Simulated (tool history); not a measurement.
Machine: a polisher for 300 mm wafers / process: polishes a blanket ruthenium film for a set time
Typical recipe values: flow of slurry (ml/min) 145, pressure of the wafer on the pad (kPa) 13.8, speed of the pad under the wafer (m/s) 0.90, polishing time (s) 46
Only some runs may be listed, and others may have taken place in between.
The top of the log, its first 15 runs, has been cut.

run     day  flow of slurry (ml/min)  pressure of the wafer on the pad (kPa)  speed of the pad under the wafer (m/s)  polishing time (s)  wafers since the last listed run  wafers polished on this pad  hours since the slurry nozzle was cleaned  hours since the head pressure was calibrated  incoming thickness of the incoming film, nm  film removed (nm)
 16  10.358                      145                                    13.8                                    0.70                  46                               114                          944                                       11.6                                        1501.7                                        559.6               42.1
     10.867  -- worn pad replaced by a new one
 17  11.071                      145                                    13.8                                    0.70                  46                               135                           50                                       28.7                                        1518.8                                        561.2               42.0
 18  11.421                      145                                    13.8                                    0.90                  46                                86                          136                                       37.1                                        1527.2                                        562.9               49.7
 19  11.692                      145                                    13.8                                    0.90                  46                                67                          203                                       43.6                                        1533.7                                        559.0               50.5
 20  13.746                      145                                    17.9                                    0.90                  46                               508                          712                                       92.9                                        1583.0                                        553.8               64.8
 21  14.175                      180                                    13.8                                    0.90                  46                               106                          818                                      103.2                                        1593.3                                        565.8               50.7
 22  14.783                      160                                     9.7                                    0.68                  42                               150                          969                                      117.8                                        1607.9                                        559.7               26.6
 23  15.162                       95                                    18.6                                    0.64                  46                                93                         1062                                      126.9                                        1617.0                                        562.2               50.7
     15.833  -- worn pad replaced by a new one
 24  15.858                      145                                    13.8                                    0.90                  46                               130                            6                                      143.6                                        1633.7                                        560.9               49.6
 25  16.554                      110                                    17.9                                    1.00                  46                               172                          178                                      160.3                                        1650.4                                        559.7               67.5
 26  16.821                      145                                    13.8                                    0.90                  46                                66                          244                                      166.7                                        1656.8                                        551.4               50.0
     17.183  -- head pressure recalibrated
 27  17.542                      100                                     9.0                                    0.80                  62                               157                          402                                      184.0                                           8.6                                        555.3               38.5
 28  18.083                      190                                    13.8                                    0.72                  46                               134                          536                                      197.0                                          21.6                                        558.1               45.0
 29  18.812                      125                                    15.2                                    1.16                  46                               180                          716                                      214.5                                          39.1                                        562.5               65.0
 30  19.079                      145                                    13.8                                    0.66                  46                                66                          782                                      220.9                                          45.5                                        551.9               40.7
     19.671  -- worn pad replaced by a new one
 31  19.812                      185                                    11.0                                    1.18                  33                               140                           35                                      238.5                                          63.1                                        558.1               36.0
 32  20.371                      130                                    17.2                                    0.90                  46                               138                          173                                      251.9                                          76.5                                        559.6               62.6
 33  20.629                      120                                    13.8                                    1.06                  46                                63                          237                                      258.1                                          82.7                                        566.9               54.1
 34  21.012                      145                                    13.8                                    0.90                  46                                94                          332                                      267.3                                          91.9                                        562.5               49.4
 35  21.404                      145                                    13.8                                    0.90                  46                                96                          429                                      276.7                                         101.3                                        560.1               49.3
 36  21.958                      145                                    17.9                                    0.90                  46                               137                          566                                      290.0                                         114.6                                        557.6               64.3

Each row is a separate what-if for the run after 36, all from the same tool condition, not one after another. Results?
  A  21.975                      145                                    13.8                                    0.90                  46                                 4                          570                                      290.4                                         115.0                                        561.1                  ?
  B  21.975                      110                                    13.8                                    1.20                  46                                 4                          570                                      290.4                                         115.0                                        561.1                  ?
  C  21.975                      115                                    10.3                                    0.90                  46                                 4                          570                                      290.4                                         115.0                                        561.1                  ?
  D  21.975                      145                                    13.8                                    0.90                  60                                 4                          570                                      290.4                                         115.0                                        561.1                  ?
  E  21.975                      130                                    13.8                                    0.90                  55                                 4                          570                                      290.4                                         115.0                                        561.1                  ?

run  film removed (nm)
  A               49.5
  B               58.4
  C               35.8
  D               64.5
  E               58.2
Stripped of hidden state, with their random variation kept, the same runs would have yielded:
run  film removed (nm)
  A               49.5
  B               58.4
  C               35.8
  D               64.5
  E               58.2

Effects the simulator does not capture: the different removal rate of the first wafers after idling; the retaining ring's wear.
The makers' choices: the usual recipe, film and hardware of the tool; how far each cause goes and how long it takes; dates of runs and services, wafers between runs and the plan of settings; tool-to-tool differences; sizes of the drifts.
